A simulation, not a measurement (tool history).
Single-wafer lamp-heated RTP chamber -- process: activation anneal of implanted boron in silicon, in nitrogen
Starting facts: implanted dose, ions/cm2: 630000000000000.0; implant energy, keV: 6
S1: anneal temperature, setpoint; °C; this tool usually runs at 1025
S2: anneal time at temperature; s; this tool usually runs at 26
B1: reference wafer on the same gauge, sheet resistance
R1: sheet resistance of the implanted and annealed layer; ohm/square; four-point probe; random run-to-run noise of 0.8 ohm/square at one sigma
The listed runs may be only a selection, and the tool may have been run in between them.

run	hour	S1	S2	B1	R1
1	0.0	1025	21	154.50	192.48
2	32.0	1025	21	154.20	192.42
3	105.0	1025	21	153.77	191.94
# hour 118.2: reflector plate cleaned
4	133.3	1025	19	153.69	190.92
5	148.2	1025	19	153.71	192.45
6	162.9	1025	38	153.59	187.34
7	176.1	1025	38	153.59	185.84
8	203.1	1004	18	153.46	197.86
# hour 232.0: pyrometer window cleaned and pyrometer calibrated
9	237.7	1054	26	153.50	184.23
# hour 249.5: gauge calibrated
10	265.0	1012	31	155.55	195.06
11	292.6	1025	26	155.13	191.48
12	307.8	1025	26	154.97	191.44
13	330.3	1039	18	154.67	191.13
14	358.8	1000	26	154.29	197.95
15	380.5	1004	35	154.23	192.93

Results per run with the tool's hidden condition removed, run-to-run variation unchanged:
Hidden state at play: true wafer temperature minus pyrometer reading, K; wafer temperature error from the tarnished reflector plate, K; gauge reads high (%).
run	R1
1	194.44
2	194.66
3	194.63
4	193.72
5	195.33
6	190.19
7	188.71
8	200.99
9	187.22
10	195.64
11	192.60
12	192.82
13	192.85
14	200.11
15	195.27

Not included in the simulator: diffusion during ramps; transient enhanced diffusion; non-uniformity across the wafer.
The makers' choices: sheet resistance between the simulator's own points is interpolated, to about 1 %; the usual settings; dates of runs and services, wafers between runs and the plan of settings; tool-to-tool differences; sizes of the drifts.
